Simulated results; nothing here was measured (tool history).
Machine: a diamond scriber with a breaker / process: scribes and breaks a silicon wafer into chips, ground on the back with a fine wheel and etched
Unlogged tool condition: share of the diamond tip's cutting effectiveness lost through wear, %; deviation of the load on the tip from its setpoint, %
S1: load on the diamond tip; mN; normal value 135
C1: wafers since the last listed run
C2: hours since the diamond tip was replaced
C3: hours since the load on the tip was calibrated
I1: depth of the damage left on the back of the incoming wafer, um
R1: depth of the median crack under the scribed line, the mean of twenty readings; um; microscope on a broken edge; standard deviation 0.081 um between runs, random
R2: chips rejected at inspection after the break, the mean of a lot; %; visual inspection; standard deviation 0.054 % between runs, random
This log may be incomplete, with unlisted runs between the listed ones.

run,hour,S1,C1,C2,C3,I1,R1,R2
1,0.0,165,0,788.1,1170.1,0.65,9.03,2.81
2,18.2,135,39,806.3,1188.3,0.53,7.27,2.73
3,84.4,135,143,872.5,1254.5,0.45,7.10,2.79
4,98.2,135,29,886.3,1268.3,0.53,7.19,2.92
5,133.6,135,76,921.7,1303.7,0.71,7.08,3.01
6,155.2,135,46,943.3,1325.3,0.63,7.18,3.14
7,171.2,135,34,959.3,1341.3,0.68,7.15,3.06
8,202.8,135,68,990.9,1372.9,0.70,7.06,3.05
9,236.8,135,73,1024.9,1406.9,0.66,7.16,3.16
10,258.3,135,46,1046.4,1428.4,0.50,6.93,3.38
11,286.0,135,60,1074.1,1456.1,0.61,7.11,3.33
# hour 299.7: load on the tip recalibrated
12,304.8,135,36,1092.9,5.1,0.39,7.99,1.61
13,325.4,135,44,1113.5,25.7,0.35,7.75,1.57
14,342.6,113,37,1130.7,42.9,0.69,6.59,6.18
15,365.6,102,49,1153.7,65.9,0.51,5.64,13.62
16,400.0,156,74,1188.1,100.3,0.60,9.07,3.56
17,425.2,135,54,1213.3,125.5,0.44,7.81,1.64
18,459.0,152,73,1247.1,159.3,0.79,8.69,2.72
# hour 462.5: diamond tip replaced by a new one
19,473.3,173,26,10.8,173.6,0.57,10.15,6.67
20,487.5,159,30,25.0,187.8,0.33,9.15,3.62
21,504.5,125,36,42.0,204.8,0.31,7.19,2.87
22,527.8,107,50,65.3,228.1,0.60,5.94,10.67
23,541.0,135,28,78.5,241.3,0.49,7.90,1.73
24,570.3,160,63,107.8,270.6,0.76,9.33,3.44
25,583.1,135,27,120.6,283.4,0.73,7.76,1.75
26,614.5,169,68,152.0,314.8,0.35,9.61,5.35
27,642.9,115,61,180.4,343.2,0.66,6.34,6.41

What differs in the tool's unlogged condition from the final listed run ahead of each entry between runs to the first listed run following it?
Run 11 -> run 12: load on the tip recalibrated (hour 299.7)
  deviation of the load on the tip from its setpoint, %: -11.1 -> -0.643
  difference, measured minus the result without the unlogged condition, R1: -0.98 -> -0.05 um; R2: +1.75 -> +0.01 %
Run 18 -> run 19: diamond tip replaced by a new one (hour 462.5)
  deviation of the load on the tip from its setpoint, %: -2.01 -> -2.14
  difference, measured minus the result without the unlogged condition, R1: -0.19 -> -0.24 um; R2: -0.51 -> -1.07 %

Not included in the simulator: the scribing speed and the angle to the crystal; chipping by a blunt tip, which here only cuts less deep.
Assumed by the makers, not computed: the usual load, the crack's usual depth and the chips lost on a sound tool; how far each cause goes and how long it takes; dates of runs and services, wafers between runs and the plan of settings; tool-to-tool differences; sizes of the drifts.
